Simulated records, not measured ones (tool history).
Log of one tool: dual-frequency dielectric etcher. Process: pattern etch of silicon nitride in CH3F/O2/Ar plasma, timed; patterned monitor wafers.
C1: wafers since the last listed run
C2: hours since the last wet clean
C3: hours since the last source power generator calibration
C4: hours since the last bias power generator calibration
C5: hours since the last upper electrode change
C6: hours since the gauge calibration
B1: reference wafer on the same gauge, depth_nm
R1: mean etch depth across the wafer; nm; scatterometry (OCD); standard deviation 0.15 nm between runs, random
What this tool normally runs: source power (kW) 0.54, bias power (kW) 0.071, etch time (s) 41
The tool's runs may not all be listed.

run 1 hour=0 | source_power_(kW)=0.54 bias_power_(kW)=0.083 etch_time_(s)=41 | C1=0 C2=250.9 C3=2315.6 C4=3017.6 C5=2590.9 C6=208.6 | B1=29.71 | R1=33.91
run 2 hour=49.4 | source_power_(kW)=0.54 bias_power_(kW)=0.083 etch_time_(s)=41 | C1=681 C2=300.3 C3=2365 C4=3067 C5=2640.3 C6=258 | B1=29.66 | R1=33.52
run 3 hour=117.6 | source_power_(kW)=0.54 bias_power_(kW)=0.083 etch_time_(s)=41 | C1=940 C2=368.5 C3=2433.2 C4=3135.2 C5=2708.5 C6=326.2 | B1=29.74 | R1=33.62
-- hour=141.9 wet clean of the chamber
run 4 hour=166.7 | source_power_(kW)=0.54 bias_power_(kW)=0.071 etch_time_(s)=41 | C1=346 C2=24.8 C3=2482.3 C4=3184.3 C5=2757.6 C6=375.3 | B1=29.69 | R1=32.16
run 5 hour=224.8 | source_power_(kW)=0.54 bias_power_(kW)=0.071 etch_time_(s)=41 | C1=800 C2=82.9 C3=2540.4 C4=3242.4 C5=2815.7 C6=433.4 | B1=29.72 | R1=31.7
run 6 hour=323.9 | source_power_(kW)=0.54 bias_power_(kW)=0.067 etch_time_(s)=41 | C1=1366 C2=182 C3=2639.5 C4=3341.5 C5=2914.8 C6=532.5 | B1=29.69 | R1=30.74
run 7 hour=385.5 | source_power_(kW)=0.54 bias_power_(kW)=0.067 etch_time_(s)=41 | C1=849 C2=243.6 C3=2701.1 C4=3403.1 C5=2976.4 C6=594.1 | B1=29.74 | R1=30.72
run 8 hour=480 | source_power_(kW)=0.54 bias_power_(kW)=0.067 etch_time_(s)=41 | C1=1302 C2=338.1 C3=2795.6 C4=3497.6 C5=3070.9 C6=688.6 | B1=29.73 | R1=30.56
-- hour=583.7 wet clean of the chamber
run 9 hour=586.4 | source_power_(kW)=0.54 bias_power_(kW)=0.071 etch_time_(s)=41 | C1=1135 C2=2.7 C3=2902 C4=3604 C5=3177.3 C6=795 | B1=29.69 | R1=31.88
run 10 hour=635 | source_power_(kW)=0.54 bias_power_(kW)=0.071 etch_time_(s)=41 | C1=670 C2=51.3 C3=2950.6 C4=3652.6 C5=3225.9 C6=843.6 | B1=29.65 | R1=32.18
run 11 hour=712.1 | source_power_(kW)=0.54 bias_power_(kW)=0.071 etch_time_(s)=41 | C1=1062 C2=128.4 C3=3027.7 C4=3729.7 C5=3303 C6=920.7 | B1=29.72 | R1=31.82
run 12 hour=763.1 | source_power_(kW)=0.54 bias_power_(kW)=0.071 etch_time_(s)=41 | C1=703 C2=179.4 C3=3078.7 C4=3780.7 C5=3354 C6=971.7 | B1=29.73 | R1=31.57
-- hour=800.4 source power generator calibrated
run 13 hour=817.6 | source_power_(kW)=0.54 bias_power_(kW)=0.071 etch_time_(s)=34.5 | C1=696 C2=233.9 C3=17.2 C4=3835.2 C5=3408.5 C6=1026.2 | B1=29.7 | R1=26.67
run 14 hour=887.9 | source_power_(kW)=0.54 bias_power_(kW)=0.071 etch_time_(s)=35.5 | C1=969 C2=304.2 C3=87.5 C4=3905.5 C5=3478.8 C6=1096.5 | B1=29.69 | R1=27.2
run 15 hour=927.7 | source_power_(kW)=0.54 bias_power_(kW)=0.071 etch_time_(s)=41 | C1=548 C2=344 C3=127.3 C4=3945.3 C5=3518.6 C6=1136.3 | B1=29.71 | R1=31.52
-- hour=958.8 wet clean of the chamber
-- hour=967.4 bias power generator calibrated
run 16 hour=1034.1 | source_power_(kW)=0.58 bias_power_(kW)=0.071 etch_time_(s)=41 | C1=1080 C2=75.3 C3=233.7 C4=66.7 C5=3625 C6=1242.7 | B1=29.71 | R1=32.43
run 17 hour=1128.7 | source_power_(kW)=0.41 bias_power_(kW)=0.056 etch_time_(s)=32 | C1=1304 C2=169.9 C3=328.3 C4=161.3 C5=3719.6 C6=1337.3 | B1=29.67 | R1=20.09
run 18 hour=1170.2 | source_power_(kW)=0.59 bias_power_(kW)=0.079 etch_time_(s)=31 | C1=572 C2=211.4 C3=369.8 C4=202.8 C5=3761.1 C6=1378.8 | B1=29.72 | R1=25.86
run 19 hour=1208.2 | source_power_(kW)=0.5 bias_power_(kW)=0.06 etch_time_(s)=41 | C1=523 C2=249.4 C3=407.8 C4=240.8 C5=3799.1 C6=1416.8 | B1=29.73 | R1=28.5

Run 20 comes next. What will it give?
run 20 hour=1259.3 | source_power_(kW)=0.41 bias_power_(kW)=0.058 etch_time_(s)=41 | C1=704 C2=300.5 C3=458.9 C4=291.9 C5=3850.2 C6=1467.9 | B1=? | R1=?

{"run 20": {"B1": 29.69, "R1": 26.05}}
Without the tool's hidden state the same run would have given R1 26.51 nm.
